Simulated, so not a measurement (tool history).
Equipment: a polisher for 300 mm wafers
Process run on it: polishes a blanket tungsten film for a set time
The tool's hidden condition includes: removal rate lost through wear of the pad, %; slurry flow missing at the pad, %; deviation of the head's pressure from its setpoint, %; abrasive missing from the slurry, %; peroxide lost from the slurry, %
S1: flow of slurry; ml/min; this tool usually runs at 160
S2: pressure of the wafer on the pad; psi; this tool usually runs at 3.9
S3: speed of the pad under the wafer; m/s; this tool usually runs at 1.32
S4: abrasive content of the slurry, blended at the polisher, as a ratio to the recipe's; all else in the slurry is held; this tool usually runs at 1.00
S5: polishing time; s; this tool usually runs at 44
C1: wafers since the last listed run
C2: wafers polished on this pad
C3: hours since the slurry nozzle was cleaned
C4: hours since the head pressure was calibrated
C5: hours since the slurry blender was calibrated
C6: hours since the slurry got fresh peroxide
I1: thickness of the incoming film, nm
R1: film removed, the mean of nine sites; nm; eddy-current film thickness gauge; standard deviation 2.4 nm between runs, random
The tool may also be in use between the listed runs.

run     day   S1   S2    S3    S4  S5    C1    C2     C3     C4     C5     C6      I1     R1
  1   0.000  160  3.3  1.32  1.00  44     0  2415   63.4  192.4  299.7   23.5  1009.4  244.9
      1.371  -- worn pad replaced by a new one
  2   2.796  160  3.3  1.32  1.00  44   812   440  130.5  259.5  366.8   90.6   980.8  245.5
      3.062  -- slurry blender recalibrated
  3   5.967  160  3.9  1.32  1.10  44   954  1395  206.6  335.6   69.7  166.7  1014.1  301.6
      8.950  -- head pressure recalibrated
      9.438  -- slurry tank refilled with fresh slurry and peroxide
  4   9.988  160  3.9  1.32  1.10  44  1204  2599  303.1   24.9  166.2   13.2  1010.5  297.4
     12.092  -- worn pad replaced by a new one
  5  12.112  160  3.9  1.32  1.10  44   605     6  354.1   75.9  217.2   64.2  1006.3  291.1
  6  15.117  160  3.9  1.32  1.00  52   928   935  426.2  148.0  289.3  136.3   994.8  334.9
     18.042  -- slurry tank refilled with fresh slurry and peroxide
  7  18.812  160  3.9  1.32  1.00  44  1129  2065  514.9  236.7  378.0   18.5  1008.5  277.1
     19.375  -- slurry blender recalibrated
     22.000  -- worn pad replaced by a new one
  8  22.079  160  3.9  1.32  1.00  44   932    24  593.3  315.1   64.9   96.9   996.1  290.0
  9  25.662  160  3.9  1.32  1.00  30  1107  1132  679.3  401.1  150.9  182.9   995.2  188.1
     26.796  -- slurry tank refilled with fresh slurry and peroxide
 10  27.533  160  4.5  1.48  1.15  44   565  1697  724.2  446.0  195.8   17.7  1006.8  372.1
     28.425  -- head pressure recalibrated
     31.608  -- worn pad replaced by a new one
 11  31.633  160  3.9  1.32  1.25  44  1190     7  822.6   77.0  294.2  116.1  1003.1  288.0
 12  35.521  160  3.9  1.32  1.20  44  1201  1209  915.9  170.3  387.5  209.4   989.0  281.5
     36.854  -- slurry tank refilled with fresh slurry and peroxide
     37.342  -- slurry nozzle cleaned
     37.942  -- slurry blender recalibrated
 13  37.962  140  4.9  1.52  0.80  44   703  1912   14.9  228.9    0.5   26.6   987.1  410.0
 14  40.650  145  3.9  1.32  1.00  48   830  2743   79.4  293.4   65.0   91.1   988.2  319.4
     41.988  -- worn pad replaced by a new one
 15  44.371  160  3.3  1.32  1.30  44  1098   736  168.7  382.7  154.3  180.4   982.0  266.1
     45.012  -- head pressure recalibrated
     46.788  -- slurry tank refilled with fresh slurry and peroxide
 16  46.808  125  3.9  1.32  0.80  44   714  1451  227.2   43.1  212.8    0.5   999.1  269.4
 17  48.383  160  3.9  1.32  1.00  30   486  1938  265.0   80.9  250.6   38.3  1006.5  196.7

What if the next run were any one of these 4? Each begins from the tool's condition after run 17:
  A  48.400  125  3.9  1.32  1.00  44   5  1944  265.4  81.3  251.0  38.7  992.2   ?
  B  48.400  160  3.9  1.32  0.90  44   5  1944  265.4  81.3  251.0  38.7  992.2   ?
  C  48.400  160  2.9  1.32  1.00  44   5  1944  265.4  81.3  251.0  38.7  992.2   ?
  D  48.400  160  3.9  1.32  1.00  50   5  1944  265.4  81.3  251.0  38.7  992.2   ?

run     R1
  A  275.0
  B  281.2
  C  213.7
  D  326.5
The same runs, with their run-to-run variation unchanged, on a tool lacking any hidden condition would have given:
run     R1
  A  290.0
  B  295.0
  C  224.2
  D  342.7
